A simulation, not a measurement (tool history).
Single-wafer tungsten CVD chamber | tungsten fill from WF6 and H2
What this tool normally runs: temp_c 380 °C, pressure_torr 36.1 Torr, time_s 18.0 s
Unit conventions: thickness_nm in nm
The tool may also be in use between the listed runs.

run   hour  temp_c  pressure_torr  time_s  read-back reference wafer on the same gauge, thickness_nm  thickness_nm
  1    0.0     380           36.1    18.0                                                     49.050        43.791
  2   12.0     380           36.1    18.0                                                     49.086        43.656
      36.3  -- gauge calibrated
  3   38.4     380           36.1    18.0                                                     49.089        44.212
  4   65.6     380           36.1    18.0                                                     49.037        44.440
  5   83.9     380           36.1    18.0                                                     49.205        44.161
  6  104.2     380           36.1    18.0                                                     49.090        44.290
  7  119.0     380           36.1    18.0                                                     49.118        44.597
     132.6  -- capacitance manometer re-zeroed and calibrated
     136.7  -- showerhead replaced
  8  140.5     380           36.1    18.0                                                     49.125        44.806
     152.6  -- thermocouple changed; heater temperature recalibrated
  9  154.8     380           36.1    19.8                                                     49.105        44.585
 10  186.9     380           43.0    18.0                                                     49.138        46.315
 11  205.3     380           28.8    18.0                                                     49.119        33.092
 12  231.3     392           29.8    19.6                                                     49.089        46.960
 13  249.9     380           31.6    20.9                                                     49.116        42.273
     256.8  -- gauge calibrated
 14  271.2     392           29.8    19.6                                                     49.066        46.570
 15  293.4     367           36.1    16.1                                                     49.114        27.955
 16  309.8     380           43.9    14.9                                                     49.130        38.744
 17  344.2     380           28.5    15.0                                                     49.112        27.390
 18  363.8     369           29.8    20.3                                                     49.080        31.374

Below are 4 alternative next runs, each starting from the tool's condition after run 18. Predict each:
  A  364.2     394           36.1    18.0                                                          ?             ?
  B  364.2     390           36.1    14.7                                                          ?             ?
  C  364.2     387           32.9    20.6                                                          ?             ?
  D  364.2     387           39.5    17.0                                                          ?             ?

run  read-back reference wafer on the same gauge, thickness_nm  thickness_nm
  A                                                     49.139        52.769
  B                                                     49.139        40.025
  C                                                     49.139        49.159
  D                                                     49.139        46.923
Take away the tool's hidden state, keep each run's random variation, and the runs would have read:
run  thickness_nm
  A        53.310
  B        40.450
  C        49.685
  D        47.425
